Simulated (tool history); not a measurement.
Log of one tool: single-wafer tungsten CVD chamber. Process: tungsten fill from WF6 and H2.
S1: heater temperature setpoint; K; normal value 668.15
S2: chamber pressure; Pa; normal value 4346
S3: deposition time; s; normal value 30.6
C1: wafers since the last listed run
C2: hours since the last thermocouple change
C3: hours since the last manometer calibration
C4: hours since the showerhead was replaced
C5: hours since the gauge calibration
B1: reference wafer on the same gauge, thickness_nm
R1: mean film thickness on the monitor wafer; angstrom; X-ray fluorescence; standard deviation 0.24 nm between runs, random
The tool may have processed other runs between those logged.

| run | day | S1 | S2 | S3 | C1 | C2 | C3 | C4 | C5 | B1 | R1 |
|---|---|---|---|---|---|---|---|---|---|---|---|
| 1 | 0 | 668.15 | 4346 | 30.6 | 0 | 1916.2 | 2462.1 | 6028 | 2017.6 | 69.371 | 884.5 |
| 2 | 2.012 | 668.15 | 4346 | 30.6 | 956 | 1964.5 | 2510.4 | 6076.3 | 2065.9 | 69.419 | 885.23 |
| 3 | 3.1 | 671.15 | 4346 | 30.6 | 517 | 1990.6 | 2536.5 | 6102.4 | 2092 | 69.386 | 937.57 |
| 4 | 4.846 | 668.15 | 4346 | 30.6 | 830 | 2032.5 | 2578.4 | 6144.3 | 2133.9 | 69.447 | 883.33 |
|  | 7.083 | thermocouple changed; heater temperature recalibrated |
| 5 | 7.471 | 668.15 | 4346 | 30.6 | 1089 | 9.3 | 2641.4 | 6207.3 | 2196.9 | 69.346 | 880.86 |
| 6 | 9.946 | 668.15 | 4346 | 30.6 | 1176 | 68.7 | 2700.8 | 6266.7 | 2256.3 | 69.39 | 883.13 |
|  | 11.979 | capacitance manometer re-zeroed and calibrated |
| 7 | 12.775 | 668.15 | 4346 | 30.6 | 1186 | 136.6 | 19.1 | 6334.6 | 2324.2 | 69.393 | 844.09 |
| 8 | 14.958 | 668.15 | 4120 | 30.6 | 1038 | 189 | 71.5 | 6387 | 2376.6 | 69.457 | 822.22 |
|  | 15.967 | gauge calibrated |
| 9 | 17.392 | 668.15 | 4120 | 30.6 | 1157 | 247.4 | 129.9 | 6445.4 | 34.2 | 69.378 | 823.15 |
| 10 | 20.004 | 668.15 | 4120 | 30.6 | 1242 | 310.1 | 192.6 | 6508.1 | 96.9 | 69.415 | 821.43 |
| 11 | 22.512 | 676.15 | 4346 | 30.6 | 1192 | 370.3 | 252.8 | 6568.3 | 157.1 | 69.456 | 991.46 |
| 12 | 25.162 | 668.15 | 3280 | 35.9 | 1260 | 433.9 | 316.4 | 6631.9 | 220.7 | 69.446 | 821.73 |
| 13 | 26.367 | 668.15 | 4346 | 30.6 | 572 | 462.8 | 345.3 | 6660.8 | 249.6 | 69.425 | 850.82 |
| 14 | 27.962 | 668.15 | 4346 | 27.6 | 758 | 501.1 | 383.6 | 6699.1 | 287.9 | 69.38 | 769.05 |
| 15 | 29.367 | 668.15 | 4346 | 30.6 | 667 | 534.8 | 417.3 | 6732.8 | 321.6 | 69.471 | 853.47 |
| 16 | 31.225 | 677.15 | 4346 | 26 | 883 | 579.4 | 461.9 | 6777.4 | 366.2 | 69.411 | 862.34 |
| 17 | 34.125 | 674.15 | 4920 | 35.4 | 1378 | 649 | 531.5 | 6847 | 435.8 | 69.446 | 1201.52 |
| 18 | 36.3 | 676.15 | 4346 | 30.6 | 1034 | 701.2 | 583.7 | 6899.2 | 488 | 69.394 | 996.18 |
| 19 | 38.946 | 668.15 | 4346 | 35.7 | 1258 | 764.7 | 647.2 | 6962.7 | 551.5 | 69.367 | 996.04 |
| 20 | 40.054 | 661.15 | 3733 | 33.8 | 527 | 791.3 | 673.8 | 6989.3 | 578.1 | 69.443 | 742.42 |
| 21 | 42.196 | 668.15 | 4346 | 30.6 | 1018 | 842.7 | 725.2 | 7040.7 | 629.5 | 69.448 | 854.57 |
|  | 43.367 | showerhead replaced, of another model than before |
| 22 | 47.321 | 658.15 | 5333 | 27.5 | 2278 | 965.7 | 848.2 | 94.9 | 752.5 | 69.408 | 680.43 |
| 23 | 48.671 | 678.15 | 4773 | 36.5 | 641 | 998.1 | 880.6 | 127.3 | 784.9 | 69.405 | 1290.44 |
| 24 | 53.821 | 668.15 | 4346 | 26.2 | 2448 | 1121.7 | 1004.2 | 250.9 | 908.5 | 69.37 | 735.57 |
| 25 | 55.012 | 668.15 | 4346 | 28.8 | 566 | 1150.3 | 1032.8 | 279.5 | 937.1 | 69.358 | 808.37 |
| 26 | 57.35 | 668.15 | 4346 | 34.3 | 1111 | 1206.4 | 1088.9 | 335.6 | 993.2 | 69.348 | 956.39 |
| 27 | 59.379 | 668.15 | 4986 | 30.6 | 964 | 1255.1 | 1137.6 | 384.3 | 1041.9 | 69.328 | 905.01 |
| 28 | 61.975 | 679.15 | 3920 | 30.6 | 1234 | 1317.4 | 1199.9 | 446.6 | 1104.2 | 69.39 | 1018.08 |
| 29 | 63.188 | 679.15 | 3920 | 30.6 | 576 | 1346.5 | 1229 | 475.7 | 1133.3 | 69.412 | 1019.63 |
| 30 | 64.2 | 654.15 | 4840 | 30.6 | 481 | 1370.8 | 1253.3 | 500 | 1157.6 | 69.362 | 671.41 |
| 31 | 66.388 | 663.15 | 5173 | 26.7 | 1040 | 1423.3 | 1305.8 | 552.5 | 1210.1 | 69.439 | 729.55 |
| 32 | 68.575 | 668.15 | 4346 | 27.5 | 1040 | 1475.8 | 1358.3 | 605 | 1262.6 | 69.421 | 770.94 |
| 33 | 69.896 | 668.15 | 4933 | 26.4 | 628 | 1507.5 | 1390 | 636.7 | 1294.3 | 69.404 | 779.62 |
| 34 | 78.412 | 668.15 | 4346 | 30.6 | 4049 | 1711.9 | 1594.4 | 841.1 | 1498.7 | 69.384 | 858.38 |

Here are 4 independent what-if runs from the current tool condition. What would each one return?
| A | 78.429 | 668.15 | 4800 | 30.6 | 7 | 1712.3 | 1594.8 | 841.5 | 1499.1 | ? | ? |
| B | 78.429 | 675.15 | 4760 | 30.6 | 7 | 1712.3 | 1594.8 | 841.5 | 1499.1 | ? | ? |
| C | 78.429 | 678.15 | 4626 | 26.2 | 7 | 1712.3 | 1594.8 | 841.5 | 1499.1 | ? | ? |
| D | 78.429 | 668.15 | 4346 | 33.7 | 7 | 1712.3 | 1594.8 | 841.5 | 1499.1 | ? | ? |

| run | B1 | R1 |
|---|---|---|
| A | 69.408 | 890.76 |
| B | 69.408 | 1017.35 |
| C | 69.408 | 910.09 |
| D | 69.408 | 942.43 |
With the hidden condition removed and each run's random variation left untouched, the same runs would have given:
| run | R1 |
|---|---|
| A | 879.42 |
| B | 1004.37 |
| C | 898.45 |
| D | 930.37 |

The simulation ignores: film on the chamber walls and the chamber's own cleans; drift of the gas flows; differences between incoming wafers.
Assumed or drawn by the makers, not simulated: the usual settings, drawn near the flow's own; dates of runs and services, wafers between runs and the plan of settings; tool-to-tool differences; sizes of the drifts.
